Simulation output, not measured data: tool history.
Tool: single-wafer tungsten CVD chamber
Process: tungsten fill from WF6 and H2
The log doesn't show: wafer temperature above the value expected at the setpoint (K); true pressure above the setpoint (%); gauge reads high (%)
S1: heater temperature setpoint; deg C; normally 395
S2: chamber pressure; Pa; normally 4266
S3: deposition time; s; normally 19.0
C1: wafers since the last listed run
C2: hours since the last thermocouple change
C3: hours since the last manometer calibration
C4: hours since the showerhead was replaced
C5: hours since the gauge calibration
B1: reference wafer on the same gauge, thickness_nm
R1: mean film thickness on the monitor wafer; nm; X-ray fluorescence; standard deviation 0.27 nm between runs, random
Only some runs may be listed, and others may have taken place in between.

run,day,S1,S2,S3,C1,C2,C3,C4,C5,B1,R1
1,0.000,395,4266,19.0,0,319.7,1035.8,5161.7,299.2,42.402,51.739
2,2.812,395,4266,19.0,1419,387.2,1103.3,5229.2,366.7,42.376,51.845
3,5.671,395,4266,19.0,1442,455.8,1171.9,5297.8,435.3,42.416,51.950
4,8.204,395,4920,19.0,1278,516.6,1232.7,5358.6,496.1,42.480,54.890
5,10.283,395,4920,19.0,1049,566.5,1282.6,5408.5,546.0,42.364,54.876
6,12.329,402,4266,19.0,1032,615.6,1331.7,5457.6,595.1,42.450,58.714
7,14.271,398,4266,19.0,980,662.2,1378.3,5504.2,641.7,42.422,54.967
8,16.242,398,4266,19.0,994,709.5,1425.6,5551.5,689.0,42.423,54.944
9,18.358,398,4266,19.0,1068,760.3,1476.4,5602.3,739.8,42.424,54.811
10,20.450,400,4266,19.0,1055,810.5,1526.6,5652.5,790.0,42.462,56.875
11,22.871,395,3866,19.0,1221,868.6,1584.7,5710.6,848.1,42.373,50.797
12,24.900,395,3613,21.1,1024,917.3,1633.4,5759.3,896.8,42.375,54.799
# day 27.162: capacitance manometer re-zeroed and calibrated
13,27.188,395,3613,21.1,986,972.2,0.6,5814.2,951.7,42.313,54.381
14,30.158,390,4266,17.1,1499,1043.5,71.9,5885.5,1023.0,42.446,43.654
15,33.050,391,3480,16.5,1459,1112.9,141.3,5954.9,1092.4,42.333,39.362
# day 34.342: gauge calibrated
16,35.746,385,3600,15.2,1360,1177.6,206.0,6019.6,33.7,42.381,33.397
17,39.692,395,4533,17.1,1991,1272.3,300.7,6114.3,128.4,42.441,48.647
18,42.458,381,3333,15.9,1396,1338.7,367.1,6180.7,194.8,42.360,31.471
19,46.779,395,4266,16.2,2180,1442.4,470.8,6284.4,298.5,42.459,45.420
# day 48.388: thermocouple changed; heater temperature recalibrated
20,48.992,395,4266,20.2,948,14.5,523.9,6337.5,351.6,42.344,53.359
21,50.729,385,3853,16.1,876,56.2,565.6,6379.2,393.3,42.431,34.734
22,53.838,406,4920,19.0,1568,130.8,640.2,6453.8,467.9,42.383,63.968
# day 55.542: showerhead replaced
23,55.562,401,3773,16.0,702,172.2,681.6,0.5,509.3,42.405,45.410
24,58.896,395,4920,19.0,1682,252.2,761.6,80.5,589.3,42.400,54.961
25,60.571,395,4266,19.0,845,292.4,801.8,120.7,629.5,42.361,52.113
26,63.000,395,3266,16.2,1226,350.7,860.1,179.0,687.8,42.385,39.733
27,74.683,395,4266,19.0,5896,631.1,1140.5,459.4,968.2,42.362,52.349

Consider 5 possible next runs. They are alternatives, not a sequence: every one starts from the tool as it was left by run 27. What does each give?
A,74.700,386,4266,19.0,8,631.5,1140.9,459.8,968.6,?,?
B,74.700,395,4266,22.3,8,631.5,1140.9,459.8,968.6,?,?
C,74.700,404,4893,19.0,8,631.5,1140.9,459.8,968.6,?,?
D,74.700,391,3360,20.4,8,631.5,1140.9,459.8,968.6,?,?
E,74.700,408,5253,17.8,8,631.5,1140.9,459.8,968.6,?,?

run,B1,R1
A,42.427,44.469
B,42.427,60.697
C,42.427,63.096
D,42.427,47.146
E,42.427,64.728
Without the tool's unlogged condition, the same runs would have read:
run,R1
A,42.724
B,58.422
C,60.866
D,45.360
E,62.464
